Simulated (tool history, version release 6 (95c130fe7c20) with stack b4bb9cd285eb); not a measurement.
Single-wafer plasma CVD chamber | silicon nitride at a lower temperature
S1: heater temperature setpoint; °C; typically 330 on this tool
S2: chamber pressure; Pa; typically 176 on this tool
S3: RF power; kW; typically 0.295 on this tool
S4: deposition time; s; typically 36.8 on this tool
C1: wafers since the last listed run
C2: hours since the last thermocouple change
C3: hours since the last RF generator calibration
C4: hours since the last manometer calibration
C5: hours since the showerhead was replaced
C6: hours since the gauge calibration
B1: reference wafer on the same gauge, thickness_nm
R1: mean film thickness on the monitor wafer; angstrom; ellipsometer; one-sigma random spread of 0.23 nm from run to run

{"run": 1, "hour": 0.0, "S1": 330, "S2": 176, "S3": 0.295, "S4": 36.8, "C1": 0, "C2": 936.1, "C3": 1695.6, "C4": 635.9, "C5": 5983.5, "C6": 109.1, "B1": 38.593, "R1": 399.52}
{"run": 2, "hour": 63.0, "S1": 330, "S2": 176, "S3": 0.295, "S4": 36.8, "C1": 1529, "C2": 999.1, "C3": 1758.6, "C4": 698.9, "C5": 6046.5, "C6": 172.1, "B1": 38.649, "R1": 399.06}
{"run": 3, "hour": 247.6, "S1": 330, "S2": 176, "S3": 0.295, "S4": 36.8, "C1": 4480, "C2": 1183.7, "C3": 1943.2, "C4": 883.5, "C5": 6231.1, "C6": 356.7, "B1": 38.591, "R1": 400.16}
{"run": 4, "hour": 301.3, "S1": 340, "S2": 176, "S3": 0.295, "S4": 42.5, "C1": 1303, "C2": 1237.4, "C3": 1996.9, "C4": 937.2, "C5": 6284.8, "C6": 410.4, "B1": 38.636, "R1": 461.51}
{"hour": 337.2, "done": "showerhead replaced"}
{"hour": 340.6, "done": "RF generator calibrated"}
{"run": 5, "hour": 341.1, "S1": 340, "S2": 176, "S3": 0.295, "S4": 42.5, "C1": 688, "C2": 1277.2, "C3": 0.5, "C4": 977, "C5": 3.9, "C6": 450.2, "B1": 38.686, "R1": 460.23}
{"run": 6, "hour": 380.7, "S1": 330, "S2": 176, "S3": 0.285, "S4": 36.8, "C1": 961, "C2": 1316.8, "C3": 40.1, "C4": 1016.6, "C5": 43.5, "C6": 489.8, "B1": 38.615, "R1": 391.49}
{"hour": 503.8, "done": "gauge calibrated"}
{"run": 7, "hour": 535.2, "S1": 330, "S2": 176, "S3": 0.285, "S4": 36.8, "C1": 3749, "C2": 1471.3, "C3": 194.6, "C4": 1171.1, "C5": 198, "C6": 31.4, "B1": 38.567, "R1": 393.84}
{"hour": 551.6, "done": "capacitance manometer re-zeroed and calibrated"}
{"run": 8, "hour": 584.0, "S1": 330, "S2": 176, "S3": 0.295, "S4": 36.8, "C1": 990, "C2": 1520.1, "C3": 243.4, "C4": 32.4, "C5": 246.8, "C6": 80.2, "B1": 38.574, "R1": 400.63}
{"hour": 622.0, "done": "thermocouple changed; heater temperature recalibrated"}
{"run": 9, "hour": 637.6, "S1": 330, "S2": 176, "S3": 0.295, "S4": 36.8, "C1": 1106, "C2": 15.6, "C3": 297, "C4": 86, "C5": 300.4, "C6": 133.8, "B1": 38.526, "R1": 401.24}
{"run": 10, "hour": 678.9, "S1": 323, "S2": 176, "S3": 0.34, "S4": 36.8, "C1": 1002, "C2": 56.9, "C3": 338.3, "C4": 127.3, "C5": 341.7, "C6": 175.1, "B1": 38.509, "R1": 429.64}
{"run": 11, "hour": 726.6, "S1": 323, "S2": 176, "S3": 0.34, "S4": 36.8, "C1": 1157, "C2": 104.6, "C3": 386, "C4": 175, "C5": 389.4, "C6": 222.8, "B1": 38.46, "R1": 426.69}
{"run": 12, "hour": 786.6, "S1": 316, "S2": 204, "S3": 0.27, "S4": 39.5, "C1": 1456, "C2": 164.6, "C3": 446, "C4": 235, "C5": 449.4, "C6": 282.8, "B1": 38.608, "R1": 431.84}
{"run": 13, "hour": 817.7, "S1": 330, "S2": 203, "S3": 0.295, "S4": 36.8, "C1": 754, "C2": 195.7, "C3": 477.1, "C4": 266.1, "C5": 480.5, "C6": 313.9, "B1": 38.487, "R1": 416.08}
{"run": 14, "hour": 882.2, "S1": 320, "S2": 207, "S3": 0.295, "S4": 36.8, "C1": 1565, "C2": 260.2, "C3": 541.6, "C4": 330.6, "C5": 545, "C6": 378.4, "B1": 38.548, "R1": 422.44}

For run 15, what comes out?
{"run": 15, "hour": 914.5, "S1": 344, "S2": 176, "S3": 0.295, "S4": 36.8, "C1": 783, "C2": 292.5, "C3": 573.9, "C4": 362.9, "C5": 577.3, "C6": 410.7, "B1": "?", "R1": "?"}

B1: 38.496
R1: 397.77 angstrom
The same run, on a tool lacking any hidden state, would have yielded R1 397.77 angstrom.

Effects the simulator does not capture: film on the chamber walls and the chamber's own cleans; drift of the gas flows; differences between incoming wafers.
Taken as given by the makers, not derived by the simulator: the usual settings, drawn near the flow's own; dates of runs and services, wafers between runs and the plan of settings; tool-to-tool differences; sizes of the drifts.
